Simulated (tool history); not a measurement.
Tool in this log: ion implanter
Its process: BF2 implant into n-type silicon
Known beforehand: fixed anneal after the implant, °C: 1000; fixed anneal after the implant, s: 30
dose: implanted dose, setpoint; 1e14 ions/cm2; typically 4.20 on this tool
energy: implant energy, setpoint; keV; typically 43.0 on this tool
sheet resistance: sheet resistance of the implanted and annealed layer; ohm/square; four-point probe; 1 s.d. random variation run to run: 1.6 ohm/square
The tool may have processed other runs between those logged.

run,day,dose,energy,wafers since the last listed run,hours since the last dose calibration,hours since the extraction supply was calibrated,hours since the gauge calibration,"read-back reference wafer on the same gauge, sheet resistance",sheet resistance
1,0.000,4.20,43.0,0,625.8,4794.6,917.2,322.18,270.94
2,3.421,4.20,43.0,1702,707.9,4876.7,999.3,322.39,269.01
# day 3.775: gauge calibrated
3,5.375,4.20,43.0,972,754.8,4923.6,38.4,322.19,267.28
4,7.529,3.91,43.0,1071,806.5,4975.3,90.1,322.05,286.89
# day 9.908: Faraday cup replaced and dose calibrated
5,11.212,3.91,43.0,1666,31.3,5063.7,178.5,322.12,287.44
6,13.262,4.20,43.0,1020,80.5,5112.9,227.7,322.15,269.18
7,15.012,4.20,43.0,870,122.5,5154.9,269.7,321.68,270.46
8,18.842,4.20,43.0,1905,214.4,5246.8,361.6,322.13,272.04
# day 19.792: extraction supply calibrated
9,22.450,4.20,43.0,1629,301.0,63.8,448.2,322.04,270.76
10,25.692,4.20,43.0,1613,378.8,141.6,526.0,321.87,268.04
11,28.675,4.20,52.0,1484,450.4,213.2,597.6,322.07,266.80
12,32.746,4.20,55.5,2025,548.1,310.9,695.3,321.97,264.03
13,36.929,4.66,34.5,2081,648.5,411.3,795.7,322.19,252.17
# day 37.988: Faraday cup replaced and dose calibrated
14,40.562,4.20,43.0,1642,61.8,498.5,882.9,321.64,271.40
15,43.471,4.20,43.0,1447,131.6,568.3,952.7,322.04,271.05
16,45.238,3.48,29.0,879,174.0,610.7,995.1,322.14,330.92
17,49.558,3.59,39.0,2150,277.7,714.4,1098.8,322.28,313.04
# day 49.633: gauge calibrated
18,53.808,3.41,52.5,2114,379.7,816.4,100.2,321.71,317.45
19,55.696,3.50,43.0,939,425.0,861.7,145.5,321.49,319.21
20,58.258,4.20,43.0,1275,486.5,923.2,207.0,322.21,267.21
21,62.371,4.20,43.0,2046,585.2,1021.9,305.7,321.98,268.68

Consider 4 possible next runs. They are alternatives, not a sequence: every one starts from the tool as it was left by run 21. What does each give?
A,62.388,4.20,55.0,8,585.6,1022.3,306.1,?,?
B,62.388,3.04,36.5,8,585.6,1022.3,306.1,?,?
C,62.388,4.88,32.5,8,585.6,1022.3,306.1,?,?
D,62.388,4.82,48.0,8,585.6,1022.3,306.1,?,?

run,"read-back reference wafer on the same gauge, sheet resistance",sheet resistance
A,321.52,261.30
B,321.52,359.23
C,321.52,242.12
D,321.52,234.39
Take away the tool's hidden state, keep each run's random variation, and the runs would have read:
run,sheet resistance
A,261.30
B,359.23
C,242.12
D,234.39
